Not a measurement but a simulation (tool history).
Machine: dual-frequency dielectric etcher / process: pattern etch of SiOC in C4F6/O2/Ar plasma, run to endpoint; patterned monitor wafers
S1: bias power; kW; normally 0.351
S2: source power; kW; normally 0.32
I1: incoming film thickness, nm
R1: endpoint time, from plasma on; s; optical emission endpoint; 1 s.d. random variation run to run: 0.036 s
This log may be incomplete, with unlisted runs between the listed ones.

Run 1, hour 0: usual settings; I1 34.1. Result: R1 12.2 s.
Run 2, hour 48.6: usual settings but S2 0.28 kW; I1 33.8. Result: R1 12.8 s.
Run 3, hour 134.6: usual settings; I1 33.69. Result: R1 12 s.
Run 4, hour 208.6: usual settings; I1 34.26. Result: R1 12.2 s.
Run 5, hour 430.1: usual settings; I1 33.79. Result: R1 12 s.
At hour 467.5: wet clean of the chamber.
Run 6, hour 519.9: usual settings; I1 34.03. Result: R1 12.1 s.
Run 7, hour 624.4: usual settings; I1 34.03. Result: R1 12.1 s.
At hour 644.5: bias power generator calibrated.
Run 8, hour 708.6: usual settings but S2 0.24 kW; I1 34.2. Result: R1 13.8 s.
Run 9, hour 797.1: usual settings but S1 0.272 kW, S2 0.36 kW; I1 33.63. Result: R1 12 s.
At hour 825.4: source power generator calibrated.
At hour 872.3: upper electrode replaced.
Run 10, hour 872.8: usual settings but S1 0.407 kW; I1 34.03. Result: R1 11.6 s.
Run 11, hour 909.6: usual settings but S2 0.37 kW; I1 33.79. Result: R1 11.2 s.
Run 12, hour 971.2: usual settings but S1 0.313 kW; I1 34.1. Result: R1 12.4 s.
Run 13, hour 1016.7: usual settings; I1 34.07. Result: R1 11.9 s.
At hour 1106.7: wet clean of the chamber.
Run 14, hour 1115.8: usual settings; I1 34.05. Result: R1 12.2 s.

Below are 3 alternative next runs, each starting from the tool's condition after run 14. Predict each:
Run A, hour 1116.2: usual settings but S1 0.299 kW; I1 33.74. Result: R1 ?.
Run B, hour 1116.2: usual settings but S1 0.326 kW; I1 33.74. Result: R1 ?.
Run C, hour 1116.2: usual settings but S1 0.416 kW, S2 0.39 kW; I1 33.74. Result: R1 ?.

run    R1
  A  12.5
  B  12.2
  C  10.5
Without the tool's hidden state the same runs would have given:
run    R1
  A  12.5
  B  12.3
  C  10.5
